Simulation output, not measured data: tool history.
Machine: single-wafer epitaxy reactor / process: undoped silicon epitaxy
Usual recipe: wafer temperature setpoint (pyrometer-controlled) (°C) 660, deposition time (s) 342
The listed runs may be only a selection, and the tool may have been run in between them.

run	hour	wafer temperature setpoint (pyrometer-controlled) (°C)	deposition time (s)	read-back reference wafer on the same gauge, thickness_nm	mean film thickness on the monitor wafer (nm)
1	0.0	670	342	71.297	83.901
2	29.1	670	342	71.367	84.186
3	107.5	670	342	71.237	83.850
4	128.9	660	342	71.242	69.815
5	160.1	660	342	71.316	69.870
6	175.1	660	342	71.346	69.742
7	204.5	660	342	71.298	69.555
8	286.1	654	367	71.312	66.764
9	319.1	654	367	71.249	66.691
10	350.6	654	367	71.278	67.005
11	369.4	660	342	71.305	69.709
12	396.7	660	376	71.191	76.811
13	421.8	652	293	71.317	51.281
14	439.5	652	293	71.352	51.293
15	453.6	652	293	71.292	51.223
16	486.4	660	342	71.203	69.850
17	510.2	660	342	71.329	69.700
18	536.0	660	342	71.260	69.860
19	564.2	660	342	71.233	69.871
20	598.6	660	342	71.318	69.967
21	633.9	660	295	71.367	60.213
22	647.2	674	276	71.275	72.719
23	662.6	652	342	71.319	59.874
24	691.5	650	375	71.318	63.071
25	718.2	660	342	71.333	69.672
26	747.5	674	342	71.330	89.931
27	777.8	667	403	71.264	93.590
28	803.4	673	395	71.312	102.178
29	822.0	652	294	71.339	51.803
30	834.1	647	409	71.402	65.096
31	865.5	656	305	71.241	57.475
32	880.2	647	409	71.257	64.878
33	914.7	664	299	71.254	65.952
34	937.1	660	342	71.386	69.588
35	966.4	660	342	71.204	69.667
36	985.8	645	321	71.302	49.157
37	1014.9	650	317	71.336	53.539
38	1035.1	647	393	71.258	62.544
39	1069.0	674	378	71.272	100.130
40	1090.5	667	406	71.316	94.066
41	1121.3	671	275	71.358	68.638
42	1179.1	675	276	71.247	74.195

The log once held 2 entries between its listed runs, left out of this copy. Where does each go, and what is different about the tool's unlogged condition between the listed run before it and the listed run after it?
Run 17 -> run 18: gauge calibrated (hour 526.3)
  the hidden state is the same at both runs
Run 26 -> run 27: pyrometer calibrated (hour 767.0)
  the hidden state is the same at both runs

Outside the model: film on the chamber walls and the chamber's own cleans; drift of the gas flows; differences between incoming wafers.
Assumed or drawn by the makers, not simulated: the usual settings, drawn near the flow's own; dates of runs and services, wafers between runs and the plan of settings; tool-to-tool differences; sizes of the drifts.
